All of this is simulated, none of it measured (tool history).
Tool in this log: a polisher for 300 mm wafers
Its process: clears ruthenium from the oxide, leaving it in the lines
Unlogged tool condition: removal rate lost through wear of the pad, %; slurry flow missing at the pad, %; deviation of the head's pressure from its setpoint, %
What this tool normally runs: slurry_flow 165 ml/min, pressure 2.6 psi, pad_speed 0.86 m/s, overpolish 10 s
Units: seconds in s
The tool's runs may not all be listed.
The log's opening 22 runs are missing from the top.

run	hour	slurry_flow	pressure	pad_speed	overpolish	wafers since the last listed run	wafers polished on this pad	hours since the slurry nozzle was cleaned	hours since the head pressure was calibrated	incoming thickness of the incoming film, nm	seconds
23	1695.5	180	2.6	0.86	10	496	1045	695.1	180.6	118	115.6
24	1782.2	165	2.6	0.86	6	821	1866	781.8	267.3	119.4	121.8
25	1876.5	165	2.6	0.74	13	893	2760	876.1	361.6	118.3	137.3
# hour 1889.6: slurry nozzle cleaned
26	1944.9	140	3.1	0.86	13	638	3398	55.3	430	120	97.1
27	2004.9	165	2.6	0.86	10	568	3967	115.3	490	118.8	111.8
28	2075.3	190	1.9	0.68	10	666	4634	185.7	560.4	121.8	183.4
29	2145.5	150	2.6	0.86	8	665	5299	255.9	630.6	119.7	116
30	2200	165	2.6	1.1	6	516	5815	310.4	685.1	121.2	93.2
# hour 2205.3: worn pad replaced by a new one
31	2242	165	2.6	0.86	10	359	347	352.4	727.1	119.2	114.5
# hour 2269.2: head pressure recalibrated
32	2338.2	165	2.1	0.86	10	892	1239	448.6	69	121.1	143.2

Estimate the outcome of run 33 from the log above:
33	2439.6	135	3.2	0.86	10	960	2200	550	170.4	121.9	?

seconds: 104.3 s
Were there no unlogged condition in the tool, this run, its random variation unchanged, would have produced seconds 93.8 s.
